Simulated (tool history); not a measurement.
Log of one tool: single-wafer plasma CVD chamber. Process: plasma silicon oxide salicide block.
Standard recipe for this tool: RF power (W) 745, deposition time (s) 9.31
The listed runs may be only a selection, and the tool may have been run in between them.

run	hour	RF power (W)	deposition time (s)	read-back reference wafer on the same gauge, thickness_nm	mean film thickness on the monitor wafer (angstrom)
1	0	745	9.31	110.059	1152.75
2	63.1	745	9.31	110.086	1145.06
3	99.4	745	9.31	109.878	1152.37
4	144.9	745	9.31	109.924	1147.54
5	210.6	745	9.31	110.107	1145.48
6	279	745	9.31	109.897	1147.69
7	344.9	745	9.31	110.077	1150.19
8	416.8	745	9.31	110.127	1146.36
# hour 433: showerhead replaced
# hour 467.3: RF generator calibrated
9	483.6	745	9.31	110.084	1167.96
10	538.5	745	10.45	110.064	1310.76
# hour 559.1: gauge calibrated
11	575.3	745	9.31	109.905	1168.11
12	609.7	700	9.31	110.05	1147.05
13	679.7	700	9.31	109.876	1145.79
14	731.2	850	7.91	110.106	1025.97
15	759.8	650	10.22	109.962	1236.26
16	809.2	705	9.93	110.054	1221.49
17	839.1	745	9.31	109.866	1153.48
18	890.7	700	9.99	109.897	1226.5
19	943.9	745	9.78	110.017	1215.95
20	1005.6	675	8.12	110.03	981.96
21	1045.8	610	10.85	109.847	1278.46
22	1071.1	785	10.22	110.023	1286.45
23	1116.7	745	9.31	109.952	1162.06
24	1176.9	865	10.29	110.078	1337.06
25	1238.4	845	9.79	110.045	1256.25
26	1297.1	845	9.79	110.11	1253.76

3 ways to go on from here, each from the tool as it stands after run 26. What would each give?
A	1297.5	745	9.31	?	?
B	1297.5	880	10.07	?	?
C	1297.5	825	10.74	?	?

run	read-back reference wafer on the same gauge, thickness_nm	mean film thickness on the monitor wafer (angstrom)
A	109.99	1156.74
B	109.99	1305.14
C	109.99	1369.21
Without the tool's hidden state the same runs would have given:
run	mean film thickness on the monitor wafer (angstrom)
A	1179.07
B	1330.33
C	1395.63
